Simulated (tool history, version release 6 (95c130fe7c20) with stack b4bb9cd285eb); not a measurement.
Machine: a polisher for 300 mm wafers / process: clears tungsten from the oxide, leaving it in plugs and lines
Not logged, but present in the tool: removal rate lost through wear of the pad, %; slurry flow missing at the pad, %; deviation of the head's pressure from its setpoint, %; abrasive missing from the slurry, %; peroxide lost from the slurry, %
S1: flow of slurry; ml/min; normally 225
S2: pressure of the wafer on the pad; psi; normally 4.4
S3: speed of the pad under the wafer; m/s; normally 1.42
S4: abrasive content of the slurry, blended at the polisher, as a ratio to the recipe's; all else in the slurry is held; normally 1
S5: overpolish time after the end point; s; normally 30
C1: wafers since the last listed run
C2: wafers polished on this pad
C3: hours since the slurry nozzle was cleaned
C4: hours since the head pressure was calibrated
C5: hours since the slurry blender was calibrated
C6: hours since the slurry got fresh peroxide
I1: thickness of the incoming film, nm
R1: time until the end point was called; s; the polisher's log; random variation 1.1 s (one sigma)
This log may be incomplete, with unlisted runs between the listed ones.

Run 1, hour 0: usual settings; C1 0; C2 1611; C3 240.1; C4 419.4; C5 404.9; C6 259; I1 476.1. Result: R1 54.2 s.
Run 2, hour 30.5: usual settings; C1 363; C2 1975; C3 270.6; C4 449.9; C5 435.4; C6 289.5; I1 478. Result: R1 54.6 s.
At hour 38.5: slurry blender recalibrated.
Run 3, hour 64.2: usual settings; C1 378; C2 2353; C3 304.3; C4 483.6; C5 25.7; C6 323.2; I1 480.4. Result: R1 55.5 s.
Run 4, hour 136.1: usual settings; C1 857; C2 3211; C3 376.2; C4 555.5; C5 97.6; C6 395.1; I1 474.9. Result: R1 55.1 s.
At hour 151.2: slurry nozzle cleaned.
Run 5, hour 184.4: usual settings; C1 564; C2 3775; C3 33.2; C4 603.8; C5 145.9; C6 443.4; I1 481.8. Result: R1 55.6 s.
At hour 204.6: slurry tank refilled with fresh slurry and peroxide.
Run 6, hour 235.4: usual settings; C1 596; C2 4371; C3 84.2; C4 654.8; C5 196.9; C6 30.8; I1 476.4. Result: R1 55.7 s.
At hour 289.3: worn pad replaced by a new one.
At hour 299.9: head pressure recalibrated.
Run 7, hour 300.8: usual settings but S4 1.3; C1 708; C2 113; C3 149.6; C4 0.9; C5 262.3; C6 96.2; I1 482.2. Result: R1 50.8 s.
Run 8, hour 378.6: usual settings but S2 5.7 psi, S3 1.06 m/s; C1 928; C2 1041; C3 227.4; C4 78.7; C5 340.1; C6 174; I1 487.2. Result: R1 54.1 s.
Run 9, hour 432.2: usual settings but S1 285 ml/min, S4 0.85; C1 639; C2 1681; C3 281; C4 132.3; C5 393.7; C6 227.6; I1 483.9. Result: R1 57.8 s.
At hour 466.1: slurry blender recalibrated.
Run 10, hour 492: usual settings; C1 689; C2 2370; C3 340.8; C4 192.1; C5 25.9; C6 287.4; I1 471.8. Result: R1 54.7 s.
Run 11, hour 535.1: usual settings but S4 1.15, S5 18 s; C1 514; C2 2884; C3 383.9; C4 235.2; C5 69; C6 330.5; I1 484.3. Result: R1 54 s.
At hour 560.4: slurry nozzle cleaned.
Run 12, hour 560.9: usual settings but S1 190 ml/min, S3 1.72 m/s, S4 0.8; C1 295; C2 3180; C3 0.5; C4 261; C5 94.8; C6 356.3; I1 481.5. Result: R1 52.7 s.
At hour 596.7: slurry tank refilled with fresh slurry and peroxide.
Run 13, hour 615.9: usual settings but S2 3.4 psi; C1 644; C2 3825; C3 55.5; C4 316; C5 149.8; C6 19.2; I1 478.9. Result: R1 69.6 s.
Run 14, hour 669.4: usual settings; C1 638; C2 4463; C3 109; C4 369.5; C5 203.3; C6 72.7; I1 474.8. Result: R1 53.6 s.
Run 15, hour 727.9: usual settings but S4 1.25; C1 697; C2 5161; C3 167.5; C4 428; C5 261.8; C6 131.2; I1 480.6. Result: R1 51.8 s.
At hour 760.6: worn pad replaced by a new one.
Run 16, hour 795.8: usual settings but S5 13 s; C1 762; C2 419; C3 235.4; C4 495.9; C5 329.7; C6 199.1; I1 487.6. Result: R1 51.6 s.
Run 17, hour 855.4: usual settings but S1 165 ml/min, S3 1.12 m/s; C1 711; C2 1130; C3 295; C4 555.5; C5 389.3; C6 258.7; I1 474.1. Result: R1 65.1 s.
At hour 879: slurry blender recalibrated.
At hour 893.9: head pressure recalibrated.
Run 18, hour 905.9: usual settings but S1 265 ml/min, S2 3.2 psi, S3 1.1 m/s, S4 0.7; C1 554; C2 1685; C3 345.5; C4 12; C5 26.9; C6 309.2; I1 487. Result: R1 115.1 s.
Run 19, hour 954.4: usual settings; C1 578; C2 2264; C3 394; C4 60.5; C5 75.4; C6 357.7; I1 480.9. Result: R1 60.4 s.
At hour 969.8: slurry nozzle cleaned.
At hour 1028.4: slurry tank refilled with fresh slurry and peroxide.
Run 20, hour 1130.9: usual settings; C1 2081; C2 4346; C3 161.1; C4 237; C5 251.9; C6 102.5; I1 481.2. Result: R1 60.1 s.
At hour 1192.4: worn pad replaced by a new one.
Run 21, hour 1208.4: usual settings but S2 2.9 psi, S4 0.75, S5 37 s; C1 876; C2 190; C3 238.6; C4 314.5; C5 329.4; C6 180; I1 482.2. Result: R1 87.3 s.
Run 22, hour 1234.8: usual settings but S2 3.6 psi; C1 314; C2 505; C3 265; C4 340.9; C5 355.8; C6 206.4; I1 479.1. Result: R1 65.1 s.
At hour 1258.1: slurry blender recalibrated.
Run 23, hour 1261.6: usual settings but S2 4 psi, S5 48 s; C1 295; C2 801; C3 291.8; C4 367.7; C5 3.5; C6 233.2; I1 484.6. Result: R1 60.5 s.
Run 24, hour 1311.6: usual settings; C1 596; C2 1397; C3 341.8; C4 417.7; C5 53.5; C6 283.2; I1 481.6. Result: R1 54.2 s.
At hour 1325.6: slurry nozzle cleaned.
Run 25, hour 1361.6: usual settings but S1 290 ml/min, S2 3 psi, S3 1.7 m/s, S4 1.2; C1 584; C2 1982; C3 36; C4 467.7; C5 103.5; C6 333.2; I1 483.3. Result: R1 63.6 s.
Run 26, hour 1418.7: usual settings but S3 1.7 m/s, S4 1.2, S5 35 s; C1 681; C2 2663; C3 93.1; C4 524.8; C5 160.6; C6 390.3; I1 479.6. Result: R1 43.8 s.
At hour 1448.1: head pressure recalibrated.
At hour 1458.6: slurry tank refilled with fresh slurry and peroxide.
Run 27, hour 1477.7: usual settings; C1 668; C2 3331; C3 152.1; C4 29.6; C5 219.6; C6 19.1; I1 475.6. Result: R1 58.2 s.

Each row is a separate what-if for the run after 27, all from the same tool condition, not one after another. Results?
Run A, hour 1478.2: usual settings; C1 5; C2 3337; C3 152.6; C4 30.1; C5 220.1; C6 19.6; I1 484.6. Result: R1 ?.
Run B, hour 1478.2: usual settings but S3 1.88 m/s, S4 1.15; C1 5; C2 3337; C3 152.6; C4 30.1; C5 220.1; C6 19.6; I1 484.6. Result: R1 ?.
Run C, hour 1478.2: usual settings but S1 255 ml/min, S2 3.9 psi; C1 5; C2 3337; C3 152.6; C4 30.1; C5 220.1; C6 19.6; I1 484.6. Result: R1 ?.

run    R1
  A  61.5
  B  46.3
  C  68.7
What these runs would have given with no unlogged condition in the tool:
run    R1
  A  57.6
  B  43.3
  C  64.3
